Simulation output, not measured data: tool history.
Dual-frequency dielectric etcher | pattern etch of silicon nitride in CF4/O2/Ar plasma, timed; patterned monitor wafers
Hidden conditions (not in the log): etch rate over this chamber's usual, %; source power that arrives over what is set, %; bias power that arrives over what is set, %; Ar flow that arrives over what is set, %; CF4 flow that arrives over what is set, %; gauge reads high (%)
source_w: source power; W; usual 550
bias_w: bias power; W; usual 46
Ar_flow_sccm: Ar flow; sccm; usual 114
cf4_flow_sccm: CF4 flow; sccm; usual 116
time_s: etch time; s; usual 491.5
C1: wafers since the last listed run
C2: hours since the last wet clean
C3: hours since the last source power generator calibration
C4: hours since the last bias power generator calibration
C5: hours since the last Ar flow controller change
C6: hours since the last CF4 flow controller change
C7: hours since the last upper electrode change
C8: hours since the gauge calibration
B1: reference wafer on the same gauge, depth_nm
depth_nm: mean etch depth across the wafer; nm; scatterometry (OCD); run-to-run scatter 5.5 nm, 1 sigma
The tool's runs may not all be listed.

run 1 hour=0 | source_w=550 bias_w=46 Ar_flow_sccm=114 cf4_flow_sccm=131 time_s=491.5 | C1=0 C2=57 C3=3557.5 C4=2633.5 C5=1288.7 C6=3428.6 C7=2179.2 C8=452.7 | B1=1000.1 | depth_nm=917.8
run 2 hour=60.5 | source_w=550 bias_w=46 Ar_flow_sccm=114 cf4_flow_sccm=116 time_s=491.5 | C1=242 C2=117.5 C3=3618 C4=2694 C5=1349.2 C6=3489.1 C7=2239.7 C8=513.2 | B1=995.3 | depth_nm=901.2
run 3 hour=153.6 | source_w=550 bias_w=46 Ar_flow_sccm=114 cf4_flow_sccm=116 time_s=491.5 | C1=373 C2=210.6 C3=3711.1 C4=2787.1 C5=1442.3 C6=3582.2 C7=2332.8 C8=606.3 | B1=991.6 | depth_nm=908.4
run 4 hour=206.6 | source_w=550 bias_w=46 Ar_flow_sccm=114 cf4_flow_sccm=116 time_s=491.5 | C1=212 C2=263.6 C3=3764.1 C4=2840.1 C5=1495.3 C6=3635.2 C7=2385.8 C8=659.3 | B1=992 | depth_nm=901.2
-- hour=282.7 wet clean of the chamber
run 5 hour=284.5 | source_w=550 bias_w=46 Ar_flow_sccm=114 cf4_flow_sccm=116 time_s=491.5 | C1=216 C2=1.8 C3=3842 C4=2918 C5=1573.2 C6=3713.1 C7=2463.7 C8=737.2 | B1=983 | depth_nm=909.6
run 6 hour=365.9 | source_w=550 bias_w=46 Ar_flow_sccm=114 cf4_flow_sccm=116 time_s=491.5 | C1=326 C2=83.2 C3=3923.4 C4=2999.4 C5=1654.6 C6=3794.5 C7=2545.1 C8=818.6 | B1=981.9 | depth_nm=885.1
run 7 hour=460.7 | source_w=550 bias_w=46 Ar_flow_sccm=129 cf4_flow_sccm=116 time_s=491.5 | C1=380 C2=178 C3=4018.2 C4=3094.2 C5=1749.4 C6=3889.3 C7=2639.9 C8=913.4 | B1=980.7 | depth_nm=880.3
-- hour=498.8 CF4 flow controller replaced
-- hour=527.5 source power generator calibrated
run 8 hour=532.2 | source_w=550 bias_w=40 Ar_flow_sccm=114 cf4_flow_sccm=124 time_s=491.5 | C1=246 C2=249.5 C3=4.7 C4=3165.7 C5=1820.9 C6=33.4 C7=2711.4 C8=984.9 | B1=978.1 | depth_nm=861.9
run 9 hour=605.9 | source_w=440 bias_w=49 Ar_flow_sccm=114 cf4_flow_sccm=116 time_s=491.5 | C1=295 C2=323.2 C3=78.4 C4=3239.4 C5=1894.6 C6=107.1 C7=2785.1 C8=1058.6 | B1=973.7 | depth_nm=714
-- hour=680.7 wet clean of the chamber
run 10 hour=681.2 | source_w=550 bias_w=54 Ar_flow_sccm=114 cf4_flow_sccm=116 time_s=629 | C1=205 C2=0.5 C3=153.7 C4=3314.7 C5=1969.9 C6=182.4 C7=2860.4 C8=1133.9 | B1=971.3 | depth_nm=1181.4
run 11 hour=784.6 | source_w=500 bias_w=50 Ar_flow_sccm=104 cf4_flow_sccm=94 time_s=491.5 | C1=415 C2=103.9 C3=257.1 C4=3418.1 C5=2073.3 C6=285.8 C7=2963.8 C8=1237.3 | B1=962.6 | depth_nm=810
run 12 hour=885.9 | source_w=600 bias_w=46 Ar_flow_sccm=136 cf4_flow_sccm=116 time_s=451.5 | C1=406 C2=205.2 C3=358.4 C4=3519.4 C5=2174.6 C6=387.1 C7=3065.1 C8=1338.6 | B1=961.8 | depth_nm=860.2
run 13 hour=953.9 | source_w=550 bias_w=46 Ar_flow_sccm=114 cf4_flow_sccm=116 time_s=491.5 | C1=273 C2=273.2 C3=426.4 C4=3587.4 C5=2242.6 C6=455.1 C7=3133.1 C8=1406.6 | B1=959.3 | depth_nm=867.7
-- hour=971.3 bias power generator calibrated
run 14 hour=1007.1 | source_w=550 bias_w=53 Ar_flow_sccm=114 cf4_flow_sccm=116 time_s=491.5 | C1=197 C2=326.4 C3=479.6 C4=35.8 C5=2295.8 C6=508.3 C7=3186.3 C8=1459.8 | B1=957.8 | depth_nm=911.3
-- hour=1066.2 upper electrode replaced
-- hour=1076.9 wet clean of the chamber
-- hour=1077.1 gauge calibrated
-- hour=1097.9 Ar flow controller replaced
run 15 hour=1313.6 | source_w=550 bias_w=46 Ar_flow_sccm=114 cf4_flow_sccm=101 time_s=529.5 | C1=1067 C2=236.7 C3=786.1 C4=342.3 C5=215.7 C6=814.8 C7=247.4 C8=236.5 | B1=994.9 | depth_nm=970.3
run 16 hour=1367.8 | source_w=440 bias_w=49 Ar_flow_sccm=114 cf4_flow_sccm=116 time_s=491.5 | C1=217 C2=290.9 C3=840.3 C4=396.5 C5=269.9 C6=869 C7=301.6 C8=290.7 | B1=990.3 | depth_nm=725
-- hour=1435.7 wet clean of the chamber
run 17 hour=1443.5 | source_w=550 bias_w=42 Ar_flow_sccm=114 cf4_flow_sccm=116 time_s=491.5 | C1=207 C2=7.8 C3=916 C4=472.2 C5=345.6 C6=944.7 C7=377.3 C8=366.4 | B1=989.6 | depth_nm=881.1

Consider 4 possible next runs. They are alternatives, not a sequence: every one starts from the tool as it was left by run 17. What does each give?
run A hour=1444.1 | source_w=550 bias_w=46 Ar_flow_sccm=114 cf4_flow_sccm=116 time_s=491.5 | C1=2 C2=8.4 C3=916.6 C4=472.8 C5=346.2 C6=945.3 C7=377.9 C8=367 | B1=? | depth_nm=?
run B hour=1444.1 | source_w=550 bias_w=46 Ar_flow_sccm=114 cf4_flow_sccm=135 time_s=491.5 | C1=2 C2=8.4 C3=916.6 C4=472.8 C5=346.2 C6=945.3 C7=377.9 C8=367 | B1=? | depth_nm=?
run C hour=1444.1 | source_w=450 bias_w=46 Ar_flow_sccm=97 cf4_flow_sccm=116 time_s=491.5 | C1=2 C2=8.4 C3=916.6 C4=472.8 C5=346.2 C6=945.3 C7=377.9 C8=367 | B1=? | depth_nm=?
run D hour=1444.1 | source_w=550 bias_w=37 Ar_flow_sccm=125 cf4_flow_sccm=104 time_s=345 | C1=2 C2=8.4 C3=916.6 C4=472.8 C5=346.2 C6=945.3 C7=377.9 C8=367 | B1=? | depth_nm=?

run=A B1=991.4 depth_nm=897.4
run=B B1=991.4 depth_nm=909.3
run=C B1=991.4 depth_nm=735.8
run=D B1=991.4 depth_nm=577.8
Without the tool's unlogged condition, the same runs would have read:
run=A depth_nm=917.6
run=B depth_nm=929.8
run=C depth_nm=752.4
run=D depth_nm=590.8

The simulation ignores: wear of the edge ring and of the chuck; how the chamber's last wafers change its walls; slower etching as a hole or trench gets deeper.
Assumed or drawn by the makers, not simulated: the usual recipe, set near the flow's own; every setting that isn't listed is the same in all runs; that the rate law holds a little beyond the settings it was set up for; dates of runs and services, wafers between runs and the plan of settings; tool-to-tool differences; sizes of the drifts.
